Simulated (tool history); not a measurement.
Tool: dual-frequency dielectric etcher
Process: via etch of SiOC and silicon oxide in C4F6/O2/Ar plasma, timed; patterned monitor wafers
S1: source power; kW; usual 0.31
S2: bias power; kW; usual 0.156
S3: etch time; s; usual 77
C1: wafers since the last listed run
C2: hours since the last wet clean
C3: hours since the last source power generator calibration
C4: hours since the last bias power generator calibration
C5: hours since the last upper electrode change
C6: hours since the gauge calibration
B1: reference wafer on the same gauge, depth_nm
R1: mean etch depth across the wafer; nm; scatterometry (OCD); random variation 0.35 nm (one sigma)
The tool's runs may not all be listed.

| run | hour | S1 | S2 | S3 | C1 | C2 | C3 | C4 | C5 | C6 | B1 | R1 |
|---|---|---|---|---|---|---|---|---|---|---|---|---|
| 1 | 0 | 0.31 | 0.156 | 77 | 0 | 208.4 | 1682.5 | 1756.7 | 5332 | 329 | 96.9 | 85.4 |
| 2 | 33.5 | 0.31 | 0.156 | 77 | 357 | 241.9 | 1716 | 1790.2 | 5365.5 | 362.5 | 96.8 | 86.5 |
| 3 | 66.9 | 0.31 | 0.156 | 77 | 356 | 275.3 | 1749.4 | 1823.6 | 5398.9 | 395.9 | 97 | 86.2 |
|  | 110.8 | wet clean of the chamber |
| 4 | 119.1 | 0.31 | 0.156 | 77 | 300 | 8.3 | 1801.6 | 1875.8 | 5451.1 | 448.1 | 96.9 | 83.8 |
| 5 | 162.6 | 0.31 | 0.156 | 77 | 464 | 51.8 | 1845.1 | 1919.3 | 5494.6 | 491.6 | 96.9 | 84.4 |
| 6 | 200.2 | 0.31 | 0.156 | 77 | 401 | 89.4 | 1882.7 | 1956.9 | 5532.2 | 529.2 | 96.9 | 84.2 |
| 7 | 228.8 | 0.31 | 0.156 | 77 | 305 | 118 | 1911.3 | 1985.5 | 5560.8 | 557.8 | 96.9 | 85.4 |
| 8 | 268.2 | 0.31 | 0.156 | 77 | 420 | 157.4 | 1950.7 | 2024.9 | 5600.2 | 597.2 | 96.7 | 85.6 |
| 9 | 309.6 | 0.31 | 0.156 | 77 | 441 | 198.8 | 1992.1 | 2066.3 | 5641.6 | 638.6 | 96.8 | 86.4 |
| 10 | 365.9 | 0.31 | 0.156 | 77 | 600 | 255.1 | 2048.4 | 2122.6 | 5697.9 | 694.9 | 96.9 | 86.1 |
| 11 | 426.4 | 0.36 | 0.156 | 77 | 645 | 315.6 | 2108.9 | 2183.1 | 5758.4 | 755.4 | 96.9 | 92.5 |
| 12 | 466.1 | 0.36 | 0.156 | 77 | 423 | 355.3 | 2148.6 | 2222.8 | 5798.1 | 795.1 | 97 | 92.2 |
|  | 500.4 | wet clean of the chamber |
|  | 504.9 | source power generator calibrated |
| 13 | 573.1 | 0.31 | 0.156 | 60.5 | 843 | 72.7 | 68.2 | 2329.8 | 5905.1 | 902.1 | 96.9 | 65.7 |
| 14 | 602.9 | 0.31 | 0.125 | 77 | 318 | 102.5 | 98 | 2359.6 | 5934.9 | 931.9 | 97 | 80.3 |
| 15 | 633.8 | 0.33 | 0.176 | 77 | 329 | 133.4 | 128.9 | 2390.5 | 5965.8 | 962.8 | 96.9 | 89.4 |
| 16 | 696.1 | 0.31 | 0.156 | 95 | 664 | 195.7 | 191.2 | 2452.8 | 6028.1 | 1025.1 | 96.9 | 104.7 |
| 17 | 759.6 | 0.34 | 0.177 | 62 | 677 | 259.2 | 254.7 | 2516.3 | 6091.6 | 1088.6 | 97 | 74 |
| 18 | 828.9 | 0.31 | 0.173 | 84.5 | 739 | 328.5 | 324 | 2585.6 | 6160.9 | 1157.9 | 96.9 | 97.1 |
|  | 862.6 | upper electrode replaced |
| 19 | 863.1 | 0.34 | 0.191 | 90.5 | 108 | 362.7 | 358.2 | 2619.8 | 0.5 | 1192.1 | 97 | 111.5 |
|  | 908.6 | wet clean of the chamber |
|  | 957.7 | bias power generator calibrated |
|  | 1052.8 | gauge calibrated |
| 20 | 1069.5 | 0.31 | 0.156 | 91.5 | 1903 | 160.9 | 564.6 | 111.8 | 206.9 | 16.7 | 97 | 100.9 |
| 21 | 1101 | 0.31 | 0.156 | 77 | 336 | 192.4 | 596.1 | 143.3 | 238.4 | 48.2 | 96.8 | 85.4 |
| 22 | 1129 | 0.36 | 0.193 | 77 | 298 | 220.4 | 624.1 | 171.3 | 266.4 | 76.2 | 96.9 | 95.9 |
| 23 | 1175.6 | 0.34 | 0.156 | 77 | 497 | 267 | 670.7 | 217.9 | 313 | 122.8 | 96.9 | 89.2 |
| 24 | 1216.8 | 0.31 | 0.156 | 77 | 439 | 308.2 | 711.9 | 259.1 | 354.2 | 164 | 96.9 | 87.1 |
|  | 1272.2 | wet clean of the chamber |
| 25 | 1272.7 | 0.35 | 0.136 | 89 | 340 | 0.5 | 767.8 | 315 | 410.1 | 219.9 | 97 | 98 |
| 26 | 1363.4 | 0.31 | 0.156 | 77 | 967 | 91.2 | 858.5 | 405.7 | 500.8 | 310.6 | 97 | 84 |
| 27 | 1394 | 0.25 | 0.184 | 92 | 326 | 121.8 | 889.1 | 436.3 | 531.4 | 341.2 | 97 | 95.2 |
| 28 | 1428.1 | 0.36 | 0.156 | 69.5 | 363 | 155.9 | 923.2 | 470.4 | 565.5 | 375.3 | 97 | 81.1 |

What the log doesn't show, run by run:
source power that arrives over what is set, %: 0 in every run
bias power that arrives over what is set, %: 0 in every run
gauge reads high (%): 0 in every run
H1: etch rate over this chamber's usual, %
| run | H1 |
|---|---|
| 1 | 2.92 |
| 2 | 3.35 |
| 3 | 3.77 |
| 4 | 0.679 |
| 5 | 1.23 |
| 6 | 1.71 |
| 7 | 2.07 |
| 8 | 2.57 |
| 9 | 3.1 |
| 10 | 3.82 |
| 11 | 4.58 |
| 12 | 5.09 |
| 13 | 0.722 |
| 14 | 1.1 |
| 15 | 1.49 |
| 16 | 2.29 |
| 17 | 3.09 |
| 18 | 3.97 |
| 19 | 4.41 |
| 20 | 2.05 |
| 21 | 2.45 |
| 22 | 2.8 |
| 23 | 3.4 |
| 24 | 3.92 |
| 25 | -0.466 |
| 26 | 0.686 |
| 27 | 1.08 |
| 28 | 1.51 |
